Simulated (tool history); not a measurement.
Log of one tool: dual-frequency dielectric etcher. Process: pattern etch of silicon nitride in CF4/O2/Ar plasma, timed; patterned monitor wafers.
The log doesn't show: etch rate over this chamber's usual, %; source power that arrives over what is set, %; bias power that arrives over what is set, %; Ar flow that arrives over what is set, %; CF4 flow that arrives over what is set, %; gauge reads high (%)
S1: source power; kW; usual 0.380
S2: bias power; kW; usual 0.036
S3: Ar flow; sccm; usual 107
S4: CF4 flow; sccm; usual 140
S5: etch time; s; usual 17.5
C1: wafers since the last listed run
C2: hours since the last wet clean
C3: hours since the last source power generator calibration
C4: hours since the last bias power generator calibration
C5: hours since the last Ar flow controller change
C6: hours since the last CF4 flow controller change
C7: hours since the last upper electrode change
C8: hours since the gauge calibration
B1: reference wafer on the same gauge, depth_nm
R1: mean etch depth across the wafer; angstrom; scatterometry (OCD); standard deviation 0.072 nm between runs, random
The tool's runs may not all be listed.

run 1 hour=0.0 | S1=0.380 S2=0.036 S3=95 S4=140 S5=17.5 | C1=0 C2=99.5 C3=1735.5 C4=4.2 C5=1658.9 C6=4581.0 C7=3300.6 C8=148.7 | B1=24.00 | R1=234.5
-- hour=43.3 CF4 flow controller replaced
run 2 hour=68.2 | S1=0.380 S2=0.036 S3=95 S4=140 S5=17.5 | C1=1076 C2=167.7 C3=1803.7 C4=72.4 C5=1727.1 C6=24.9 C7=3368.8 C8=216.9 | B1=24.00 | R1=234.2
run 3 hour=93.3 | S1=0.380 S2=0.036 S3=95 S4=140 S5=17.5 | C1=434 C2=192.8 C3=1828.8 C4=97.5 C5=1752.2 C6=50.0 C7=3393.9 C8=242.0 | B1=23.99 | R1=234.2
-- hour=112.6 Ar flow controller replaced
-- hour=152.7 upper electrode replaced, of another model than before
run 4 hour=153.2 | S1=0.380 S2=0.036 S3=107 S4=140 S5=17.5 | C1=517 C2=252.7 C3=1888.7 C4=157.4 C5=40.6 C6=109.9 C7=0.5 C8=301.9 | B1=23.99 | R1=226.9
run 5 hour=191.6 | S1=0.380 S2=0.036 S3=134 S4=140 S5=17.5 | C1=664 C2=291.1 C3=1927.1 C4=195.8 C5=79.0 C6=148.3 C7=38.9 C8=340.3 | B1=24.03 | R1=217.9
run 6 hour=220.2 | S1=0.380 S2=0.036 S3=107 S4=140 S5=17.5 | C1=495 C2=319.7 C3=1955.7 C4=224.4 C5=107.6 C6=176.9 C7=67.5 C8=368.9 | B1=24.00 | R1=228.5
run 7 hour=253.1 | S1=0.380 S2=0.036 S3=80 S4=140 S5=14.0 | C1=569 C2=352.6 C3=1988.6 C4=257.3 C5=140.5 C6=209.8 C7=100.4 C8=401.8 | B1=24.01 | R1=191.1
run 8 hour=301.5 | S1=0.380 S2=0.036 S3=107 S4=140 S5=14.5 | C1=838 C2=401.0 C3=2037.0 C4=305.7 C5=188.9 C6=258.2 C7=148.8 C8=450.2 | B1=24.00 | R1=189.3
run 9 hour=337.2 | S1=0.380 S2=0.040 S3=81 S4=140 S5=17.5 | C1=618 C2=436.7 C3=2072.7 C4=341.4 C5=224.6 C6=293.9 C7=184.5 C8=485.9 | B1=24.01 | R1=242.8
run 10 hour=368.2 | S1=0.380 S2=0.036 S3=107 S4=111 S5=21.5 | C1=536 C2=467.7 C3=2103.7 C4=372.4 C5=255.6 C6=324.9 C7=215.5 C8=516.9 | B1=23.99 | R1=273.8
run 11 hour=407.8 | S1=0.330 S2=0.036 S3=133 S4=140 S5=19.5 | C1=685 C2=507.3 C3=2143.3 C4=412.0 C5=295.2 C6=364.5 C7=255.1 C8=556.5 | B1=24.01 | R1=200.7
-- hour=432.9 wet clean of the chamber
run 12 hour=454.7 | S1=0.380 S2=0.036 S3=107 S4=140 S5=20.0 | C1=396 C2=21.8 C3=2190.2 C4=458.9 C5=342.1 C6=411.4 C7=302.0 C8=603.4 | B1=23.99 | R1=261.8
-- hour=479.9 source power generator calibrated
run 13 hour=499.6 | S1=0.380 S2=0.031 S3=125 S4=140 S5=22.5 | C1=708 C2=66.7 C3=19.7 C4=503.8 C5=387.0 C6=456.3 C7=346.9 C8=648.3 | B1=24.00 | R1=276.9
run 14 hour=570.7 | S1=0.380 S2=0.036 S3=107 S4=140 S5=17.5 | C1=1231 C2=137.8 C3=90.8 C4=574.9 C5=458.1 C6=527.4 C7=418.0 C8=719.4 | B1=24.00 | R1=227.1
run 15 hour=617.7 | S1=0.480 S2=0.036 S3=107 S4=140 S5=17.5 | C1=813 C2=184.8 C3=137.8 C4=621.9 C5=505.1 C6=574.4 C7=465.0 C8=766.4 | B1=23.99 | R1=308.4
run 16 hour=649.2 | S1=0.380 S2=0.036 S3=87 S4=140 S5=17.5 | C1=545 C2=216.3 C3=169.3 C4=653.4 C5=536.6 C6=605.9 C7=496.5 C8=797.9 | B1=24.02 | R1=235.8
run 17 hour=711.3 | S1=0.380 S2=0.036 S3=107 S4=140 S5=17.5 | C1=1075 C2=278.4 C3=231.4 C4=715.5 C5=598.7 C6=668.0 C7=558.6 C8=860.0 | B1=24.00 | R1=228.1
run 18 hour=744.1 | S1=0.300 S2=0.036 S3=107 S4=168 S5=13.0 | C1=567 C2=311.2 C3=264.2 C4=748.3 C5=631.5 C6=700.8 C7=591.4 C8=892.8 | B1=23.99 | R1=122.0
run 19 hour=799.5 | S1=0.380 S2=0.036 S3=107 S4=140 S5=17.5 | C1=959 C2=366.6 C3=319.6 C4=803.7 C5=686.9 C6=756.2 C7=646.8 C8=948.2 | B1=24.02 | R1=228.5
run 20 hour=839.0 | S1=0.380 S2=0.036 S3=80 S4=140 S5=14.0 | C1=683 C2=406.1 C3=359.1 C4=843.2 C5=726.4 C6=795.7 C7=686.3 C8=987.7 | B1=24.00 | R1=191.9
run 21 hour=865.6 | S1=0.380 S2=0.040 S3=127 S4=107 S5=20.5 | C1=460 C2=432.7 C3=385.7 C4=869.8 C5=753.0 C6=822.3 C7=712.9 C8=1014.3 | B1=24.01 | R1=256.4

Hidden state or all else? Some run-to-run changes of R1, split into what the settings, what came in and random variation would give without the hidden state, and what is left for the hidden state (with any gauge scatter that isn't in both results):
Run 3 -> 4: S3 95 -> 107, Ar flow controller replaced, upper electrode replaced, of another model than before. R1 -7.3 angstrom: hidden state -3.0, all else -4.3.
Run 17 -> 18: S1 0.380 -> 0.300, S4 140 -> 168, S5 17.5 -> 13.0. R1 -106.1 angstrom: hidden state -0.5, all else -105.6.
Run 18 -> 19: S1 0.300 -> 0.380, S4 168 -> 140, S5 13.0 -> 17.5. R1 +106.5 angstrom: hidden state +0.7, all else +105.8.
Run 20 -> 21: S2 0.036 -> 0.040, S3 80 -> 127, S4 140 -> 107, S5 14.0 -> 20.5. R1 +64.5 angstrom: hidden state +0.9, all else +63.6.
